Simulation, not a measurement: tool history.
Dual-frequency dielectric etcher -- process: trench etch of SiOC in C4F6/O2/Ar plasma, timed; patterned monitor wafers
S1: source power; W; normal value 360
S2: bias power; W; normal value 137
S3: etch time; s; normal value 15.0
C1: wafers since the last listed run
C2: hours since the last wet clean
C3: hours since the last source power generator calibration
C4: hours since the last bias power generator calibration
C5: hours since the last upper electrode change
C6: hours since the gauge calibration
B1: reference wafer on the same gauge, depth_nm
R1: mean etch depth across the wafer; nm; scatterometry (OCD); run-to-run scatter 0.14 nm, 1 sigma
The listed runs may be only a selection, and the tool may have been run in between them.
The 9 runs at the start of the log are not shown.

run,day,S1,S2,S3,C1,C2,C3,C4,C5,C6,B1,R1
# day 10.425: source power generator calibrated
# day 10.467: upper electrode replaced
10,10.488,360,137,15.0,547,254.3,1.5,2087.7,0.5,1161.9,33.11,27.52
11,10.671,290,159,17.0,89,258.7,5.9,2092.1,4.9,1166.3,33.18,30.08
12,11.833,390,165,18.0,565,286.6,33.8,2120.0,32.8,1194.2,33.01,35.29
13,12.488,360,137,13.0,318,302.3,49.5,2135.7,48.5,1209.9,33.09,23.87
# day 13.175: bias power generator calibrated
14,13.404,310,137,15.0,365,324.3,71.5,5.5,70.5,1231.9,33.13,26.01
# day 17.158: gauge calibrated
15,17.642,360,137,18.0,2062,426.0,173.2,107.2,172.2,11.6,33.10,32.74
16,18.371,290,159,17.0,354,443.5,190.7,124.7,189.7,29.1,33.11,29.86
17,18.967,430,159,18.0,290,457.8,205.0,139.0,204.0,43.4,33.10,35.83
18,20.417,410,137,15.0,705,492.6,239.8,173.8,238.8,78.2,33.13,28.79
19,21.075,400,147,17.5,320,508.4,255.6,189.6,254.6,94.0,33.08,33.42
20,22.538,330,137,15.0,711,543.5,290.7,224.7,289.7,129.1,33.07,26.60
21,23.846,360,137,17.5,636,574.9,322.1,256.1,321.1,160.5,33.11,31.67
22,24.454,330,128,16.5,296,589.5,336.7,270.7,335.7,175.1,33.11,28.54
23,25.425,360,171,19.5,472,612.8,360.0,294.0,359.0,198.4,33.09,37.06
24,26.346,400,127,15.0,448,634.9,382.1,316.1,381.1,220.5,33.13,27.67
# day 27.729: wet clean of the chamber
25,27.750,360,137,15.0,196,0.5,415.8,349.8,414.8,254.2,33.11,27.73
26,28.625,420,166,17.5,425,21.5,436.8,370.8,435.8,275.2,33.07,35.34
27,29.462,360,137,11.0,407,41.6,456.9,390.9,455.9,295.3,33.07,20.30
28,30.808,430,126,13.5,655,73.9,489.2,423.2,488.2,327.6,33.12,25.92
29,31.733,360,137,15.0,450,96.1,511.4,445.4,510.4,349.8,33.09,27.35
30,32.350,360,137,15.0,300,110.9,526.2,460.2,525.2,364.6,33.07,27.48

Below are 4 alternative next runs, each starting from the tool's condition after run 30. Predict each:
A,32.367,360,137,15.0,8,111.3,526.6,460.6,525.6,365.0,?,?
B,32.367,310,153,19.0,8,111.3,526.6,460.6,525.6,365.0,?,?
C,32.367,360,137,17.0,8,111.3,526.6,460.6,525.6,365.0,?,?
D,32.367,360,137,12.5,8,111.3,526.6,460.6,525.6,365.0,?,?

run,B1,R1
A,33.12,27.50
B,33.12,33.97
C,33.12,31.16
D,33.12,22.91
Had the tool no hidden state, the same runs would have come out as:
run,R1
A,27.63
B,34.14
C,31.31
D,23.02
